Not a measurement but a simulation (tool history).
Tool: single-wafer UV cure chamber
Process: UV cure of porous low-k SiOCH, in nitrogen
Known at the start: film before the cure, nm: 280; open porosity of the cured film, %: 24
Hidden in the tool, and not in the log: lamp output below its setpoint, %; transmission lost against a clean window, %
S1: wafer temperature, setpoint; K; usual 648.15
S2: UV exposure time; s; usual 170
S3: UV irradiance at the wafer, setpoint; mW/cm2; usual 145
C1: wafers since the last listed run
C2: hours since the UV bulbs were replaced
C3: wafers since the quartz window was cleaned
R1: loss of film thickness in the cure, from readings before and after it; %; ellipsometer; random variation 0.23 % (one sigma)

run 1 hour=0 | S1=648.15 S2=170 S3=145 | C1=0 C2=1396.6 C3=1899 | R1=12.722
run 2 hour=27.4 | S1=648.15 S2=170 S3=145 | C1=314 C2=1424 C3=2213 | R1=12.359
run 3 hour=41.2 | S1=648.15 S2=170 S3=145 | C1=158 C2=1437.8 C3=2371 | R1=12.276
run 4 hour=50.7 | S1=648.15 S2=170 S3=145 | C1=108 C2=1447.3 C3=2480 | R1=11.729
run 5 hour=59.1 | S1=648.15 S2=225 S3=124 | C1=96 C2=1455.7 C3=2576 | R1=12.923
-- hour=99.9 quartz window cleaned
run 6 hour=100.4 | S1=648.15 S2=225 S3=124 | C1=381 C2=1497 C3=5 | R1=13.723
run 7 hour=106.8 | S1=648.15 S2=225 S3=124 | C1=73 C2=1503.4 C3=79 | R1=14.174
run 8 hour=125.6 | S1=648.15 S2=125 S3=145 | C1=215 C2=1522.2 C3=294 | R1=11.636
run 9 hour=134.1 | S1=648.15 S2=170 S3=145 | C1=97 C2=1530.7 C3=392 | R1=13.428
run 10 hour=147.9 | S1=648.15 S2=170 S3=145 | C1=158 C2=1544.5 C3=550 | R1=13.507
run 11 hour=163.2 | S1=666.15 S2=130 S3=145 | C1=175 C2=1559.8 C3=725 | R1=11.96
run 12 hour=174.4 | S1=659.15 S2=125 S3=170 | C1=128 C2=1571 C3=854 | R1=12.391
-- hour=187.7 UV bulbs replaced
run 13 hour=188.2 | S1=635.15 S2=240 S3=134 | C1=66 C2=0.5 C3=920 | R1=13.885
run 14 hour=196.8 | S1=660.15 S2=170 S3=145 | C1=98 C2=9.1 C3=1019 | R1=13.494
run 15 hour=229.7 | S1=648.15 S2=170 S3=110 | C1=377 C2=42 C3=1396 | R1=11.554
run 16 hour=241.7 | S1=663.15 S2=220 S3=166 | C1=137 C2=54 C3=1533 | R1=15.457
run 17 hour=254.3 | S1=648.15 S2=195 S3=145 | C1=144 C2=66.6 C3=1678 | R1=13.289
run 18 hour=268.2 | S1=648.15 S2=170 S3=145 | C1=159 C2=80.5 C3=1837 | R1=12.13
run 19 hour=280.4 | S1=663.15 S2=220 S3=166 | C1=139 C2=92.7 C3=1977 | R1=14.73
run 20 hour=298 | S1=631.15 S2=255 S3=169 | C1=201 C2=110.3 C3=2179 | R1=15.212
run 21 hour=304.1 | S1=663.15 S2=220 S3=166 | C1=69 C2=116.4 C3=2249 | R1=15.297

5 ways to go on from here, each from the tool as it stands after run 21. What would each give?
run A hour=304.5 | S1=648.15 S2=170 S3=145 | C1=4 C2=116.8 C3=2253 | R1=?
run B hour=304.5 | S1=630.15 S2=170 S3=145 | C1=4 C2=116.8 C3=2253 | R1=?
run C hour=304.5 | S1=667.15 S2=240 S3=173 | C1=4 C2=116.8 C3=2253 | R1=?
run D hour=304.5 | S1=648.15 S2=200 S3=110 | C1=4 C2=116.8 C3=2253 | R1=?
run E hour=304.5 | S1=634.15 S2=270 S3=169 | C1=4 C2=116.8 C3=2253 | R1=?

run=A R1=12.653
run=B R1=12.266
run=C R1=15.777
run=D R1=12.08
run=E R1=15.555
Without the tool's hidden state the same runs would have given:
run=A R1=13.704
run=B R1=13.308
run=C R1=16.883
run=D R1=13.118
run=E R1=16.659
